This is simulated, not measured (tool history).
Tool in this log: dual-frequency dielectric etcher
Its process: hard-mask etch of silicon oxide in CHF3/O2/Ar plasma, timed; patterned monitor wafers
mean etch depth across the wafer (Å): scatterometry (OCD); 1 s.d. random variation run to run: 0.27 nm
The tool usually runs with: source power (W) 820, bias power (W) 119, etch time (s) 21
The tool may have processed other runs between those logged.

run,hour,source power (W),bias power (W),etch time (s),"read-back reference wafer on the same gauge, depth_nm",mean etch depth across the wafer (Å)
1,0,820,119,21,40.74,411.2
2,67.7,820,119,21,40.7,410
# hour 152.2: wet clean of the chamber
3,200.4,820,119,21,40.68,414.7
4,280.9,820,119,21,40.68,417
5,318.9,820,119,24,40.71,479.9
6,402.4,820,119,24,40.69,469
7,509.7,900,119,21,40.72,422.2
# hour 528.3: source power generator calibrated
# hour 558.9: bias power generator calibrated
# hour 573.4: wet clean of the chamber
8,597.1,900,119,21,40.69,414
# hour 635.9: upper electrode replaced
9,665.9,900,119,21,40.77,410.4
10,764.3,750,142,24.5,40.73,474.8
11,858.5,820,119,15.5,40.7,287.5
# hour 904.6: wet clean of the chamber, repeated, since the last time left the tool worse
12,905.1,940,141,17.5,40.7,395.5
# hour 983.6: gauge calibrated
13,987.1,820,119,21,40.74,421.2

What does the tool deliver on the next run?
14,1065.9,820,119,18,?,?

Run 14 came out at read-back reference wafer on the same gauge, depth_nm 40.68, mean etch depth across the wafer (Å) 358.
Take away the tool's hidden state, keep the run-to-run variation as it was, and the same run would have given mean etch depth across the wafer (Å) 359.4.

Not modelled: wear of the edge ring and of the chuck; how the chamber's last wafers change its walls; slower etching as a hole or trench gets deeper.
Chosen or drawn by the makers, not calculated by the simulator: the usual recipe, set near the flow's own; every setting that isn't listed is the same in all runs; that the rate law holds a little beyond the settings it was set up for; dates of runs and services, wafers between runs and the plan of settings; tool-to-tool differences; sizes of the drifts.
